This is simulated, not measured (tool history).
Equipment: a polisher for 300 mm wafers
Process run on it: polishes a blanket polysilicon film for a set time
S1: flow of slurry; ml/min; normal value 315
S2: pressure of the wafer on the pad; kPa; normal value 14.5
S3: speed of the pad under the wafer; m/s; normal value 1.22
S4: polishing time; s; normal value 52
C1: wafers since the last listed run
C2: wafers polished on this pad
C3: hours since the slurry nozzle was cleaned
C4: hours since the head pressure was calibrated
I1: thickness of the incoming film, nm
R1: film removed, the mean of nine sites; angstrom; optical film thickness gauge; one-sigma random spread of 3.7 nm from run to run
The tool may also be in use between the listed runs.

run	hour	S1	S2	S3	S4	C1	C2	C3	C4	I1	R1
1	0	245	14.5	1.14	52	0	1160	346.4	408.8	1139.7	2774
2	60.3	315	14.5	1.4	52	709	1870	406.7	469.1	1146.4	3261
# hour 95.1: worn pad replaced by a new one
3	170.3	315	14.5	1.4	52	1247	884	516.7	579.1	1135.1	3356
4	256.8	315	14.5	1.4	52	1018	1903	603.2	665.6	1166.4	3128
# hour 301.1: worn pad replaced by a new one
5	323.4	315	17.9	1.22	52	736	262	669.8	732.2	1139.3	3535
# hour 326.1: slurry nozzle cleaned
6	373.8	315	17.9	1.22	52	581	844	47.7	782.6	1145.1	3396
# hour 414.5: head pressure recalibrated
# hour 484.8: worn pad replaced by a new one
7	517.6	275	14.5	1.22	52	1622	386	191.5	103.1	1165.4	3167
8	558.2	380	11.7	1.42	52	477	864	232.1	143.7	1125.9	2828
9	616.2	315	14.5	1.22	52	682	1547	290.1	201.7	1170	2984
# hour 655.2: worn pad replaced by a new one
10	680.2	420	17.9	1.08	45	706	294	354.1	265.7	1156.2	3127
11	733.3	360	14.5	1.22	52	625	919	407.2	318.8	1138.6	3098
12	815.9	315	18.6	1.04	52	972	1892	489.8	401.4	1127.8	3334
# hour 840.4: worn pad replaced by a new one
13	901.8	420	14.5	1.4	38	964	722	575.7	487.3	1144.3	2437
# hour 941: slurry nozzle cleaned
14	943.3	315	14.5	1.52	43	476	1199	2.3	528.8	1150.5	2861

Each row is a separate what-if for the run after 14, all from the same tool condition, not one after another. Results?
A	943.7	315	12.4	1.22	52	4	1204	2.7	529.2	1160.7	?
B	943.7	205	17.2	1.04	52	4	1204	2.7	529.2	1160.7	?
C	943.7	315	14.5	1.22	40	4	1204	2.7	529.2	1160.7	?
D	943.7	315	14.5	1.54	52	4	1204	2.7	529.2	1160.7	?

run	R1
A	2521
B	2976
C	2262
D	3560
Stripped of hidden state, with their random variation kept, the same runs would have yielded:
run	R1
A	2867
B	3385
C	2573
D	4050
